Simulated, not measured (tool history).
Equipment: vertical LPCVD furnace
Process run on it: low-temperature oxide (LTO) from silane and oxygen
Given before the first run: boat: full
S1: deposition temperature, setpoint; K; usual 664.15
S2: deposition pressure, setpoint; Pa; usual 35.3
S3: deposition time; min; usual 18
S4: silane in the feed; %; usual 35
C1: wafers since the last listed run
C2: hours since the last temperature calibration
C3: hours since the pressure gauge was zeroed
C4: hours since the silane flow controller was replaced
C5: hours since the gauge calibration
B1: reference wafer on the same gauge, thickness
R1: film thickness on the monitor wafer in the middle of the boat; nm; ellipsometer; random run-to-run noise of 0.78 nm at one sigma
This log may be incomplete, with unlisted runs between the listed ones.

run 1 day=0 | S1=664.15 S2=35.3 S3=16.5 S4=35 | C1=0 C2=1016.5 C3=2282.7 C4=3581.2 C5=675 | B1=133.9 | R1=151.79
run 2 day=2.929 | S1=664.15 S2=35.3 S3=18 S4=35 | C1=1424 C2=1086.8 C3=2353 C4=3651.5 C5=745.3 | B1=133.89 | R1=164.97
run 3 day=4.471 | S1=664.15 S2=35.3 S3=18 S4=35 | C1=749 C2=1123.8 C3=2390 C4=3688.5 C5=782.3 | B1=133.92 | R1=164.03
run 4 day=6.771 | S1=664.15 S2=35.3 S3=18 S4=35 | C1=1118 C2=1179 C3=2445.2 C4=3743.7 C5=837.5 | B1=134.06 | R1=166.54
run 5 day=9.033 | S1=664.15 S2=35.3 S3=16 S4=35 | C1=1100 C2=1233.3 C3=2499.5 C4=3798 C5=891.8 | B1=133.98 | R1=147.95
run 6 day=11.396 | S1=664.15 S2=35.3 S3=18 S4=35 | C1=1149 C2=1290 C3=2556.2 C4=3854.7 C5=948.5 | B1=134.04 | R1=166.93
run 7 day=12.592 | S1=664.15 S2=35.3 S3=18 S4=35 | C1=581 C2=1318.7 C3=2584.9 C4=3883.4 C5=977.2 | B1=133.86 | R1=168.18
run 8 day=14.008 | S1=664.15 S2=35.3 S3=18 S4=35 | C1=689 C2=1352.7 C3=2618.9 C4=3917.4 C5=1011.2 | B1=133.98 | R1=166.78
run 9 day=16.512 | S1=664.15 S2=35.3 S3=23.5 S4=35 | C1=1218 C2=1412.8 C3=2679 C4=3977.5 C5=1071.3 | B1=133.87 | R1=217.46
-- day=18.238 gauge calibrated
-- day=19.292 silane flow controller replaced
run 10 day=19.312 | S1=664.15 S2=35.3 S3=18 S4=35 | C1=875 C2=1480 C3=2746.2 C4=0.5 C5=25.8 | B1=134.06 | R1=167.18
-- day=21.962 thermocouples replaced and temperature profile calibrated
run 11 day=21.983 | S1=664.15 S2=28 S3=18 S4=35 | C1=812 C2=0.5 C3=2810.3 C4=64.6 C5=89.9 | B1=133.97 | R1=129.56
run 12 day=23.375 | S1=654.15 S2=35.3 S3=18 S4=29 | C1=676 C2=33.9 C3=2843.7 C4=98 C5=123.3 | B1=134.22 | R1=109.97
run 13 day=26.108 | S1=670.15 S2=35.3 S3=23 S4=35 | C1=1329 C2=99.5 C3=2909.3 C4=163.6 C5=188.9 | B1=134 | R1=224.33
run 14 day=27.558 | S1=664.15 S2=28 S3=14.5 S4=39 | C1=705 C2=134.3 C3=2944.1 C4=198.4 C5=223.7 | B1=134.02 | R1=119.74
-- day=30.712 pressure gauge zeroed
run 15 day=33.971 | S1=654.15 S2=32.7 S3=18 S4=35 | C1=2632 C2=288.2 C3=78.2 C4=352.3 C5=377.6 | B1=134.12 | R1=133.6
run 16 day=35.8 | S1=664.15 S2=35.3 S3=18 S4=35 | C1=889 C2=332.1 C3=122.1 C4=396.2 C5=421.5 | B1=133.89 | R1=164.87
run 17 day=38.246 | S1=664.15 S2=42.7 S3=18 S4=35 | C1=1189 C2=390.8 C3=180.8 C4=454.9 C5=480.2 | B1=133.99 | R1=198.05
run 18 day=40.592 | S1=657.15 S2=30.7 S3=16 S4=35 | C1=1141 C2=447.1 C3=237.1 C4=511.2 C5=536.5 | B1=134.07 | R1=115.76

Take each entry between the runs: how does the hidden state at the last listed run before it differ from the hidden state at the first listed run after it?
Runs 9 to 10: gauge calibrated (day 18.238); silane flow controller replaced (day 19.292)
  true tube temperature minus thermocouple reading, K: 2.83 -> 3.08
  measured minus no-state result, R1: +7.16 -> +5.98 nm
Runs 10 to 11: thermocouples replaced and temperature profile calibrated (day 21.962)
  true tube temperature minus thermocouple reading, K: 3.08 -> 0.544
  measured minus no-state result, R1: +5.98 -> +0.84 nm
Runs 14 to 15: pressure gauge zeroed (day 30.712)
  true tube temperature minus thermocouple reading, K: 0.567 -> 0.65
  measured minus no-state result, R1: +0.78 -> +1.06 nm
